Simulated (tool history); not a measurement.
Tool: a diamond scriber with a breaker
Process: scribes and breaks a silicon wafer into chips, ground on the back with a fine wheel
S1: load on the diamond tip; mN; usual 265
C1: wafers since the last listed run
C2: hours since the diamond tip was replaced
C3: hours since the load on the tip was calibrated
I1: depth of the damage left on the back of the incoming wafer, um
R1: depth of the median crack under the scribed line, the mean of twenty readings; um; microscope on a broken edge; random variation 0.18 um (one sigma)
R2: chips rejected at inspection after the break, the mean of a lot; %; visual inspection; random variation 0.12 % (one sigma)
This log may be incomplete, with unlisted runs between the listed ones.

run	hour	S1	C1	C2	C3	I1	R1	R2
1	0.0	265	0	771.1	1346.1	2.09	11.91	1.52
2	31.3	265	89	802.4	1377.4	2.09	11.88	1.59
3	60.9	265	84	832.0	1407.0	2.81	11.94	2.40
4	75.5	221	41	846.6	1421.6	1.71	11.33	3.17
5	101.9	221	75	873.0	1448.0	2.52	11.08	4.05
6	116.8	265	42	887.9	1462.9	2.90	12.16	2.16
7	129.5	265	36	900.6	1475.6	2.82	12.01	2.31
8	154.5	265	71	925.6	1500.6	2.69	12.24	1.85
9	185.7	238	89	956.8	1531.8	2.24	11.63	2.48
10	199.8	304	40	970.9	1545.9	1.51	12.47	2.72
# hour 219.3: diamond tip replaced by a new one
# hour 219.3: load on the tip recalibrated
11	220.7	313	53	1.4	1.4	2.20	13.01	3.56
12	253.8	195	94	34.5	34.5	2.92	10.74	8.22
13	284.2	265	86	64.9	64.9	2.21	11.99	1.70
14	298.6	287	41	79.3	79.3	1.58	12.36	1.57
15	323.4	314	70	104.1	104.1	2.86	12.62	4.28
16	354.9	221	89	135.6	135.6	1.54	10.91	2.87
17	399.4	221	127	180.1	180.1	1.87	11.22	3.42
18	423.6	265	69	204.3	204.3	2.88	12.30	2.24
19	442.6	302	54	223.3	223.3	1.53	12.26	2.45

For each entry between runs, how does the tool's hidden state at the last listed run before it compare with that at the first listed run after it?
After run 10, before run 11: diamond tip replaced by a new one (hour 219.3); load on the tip recalibrated (hour 219.3)
  nothing in the hidden state changes from one run to the other
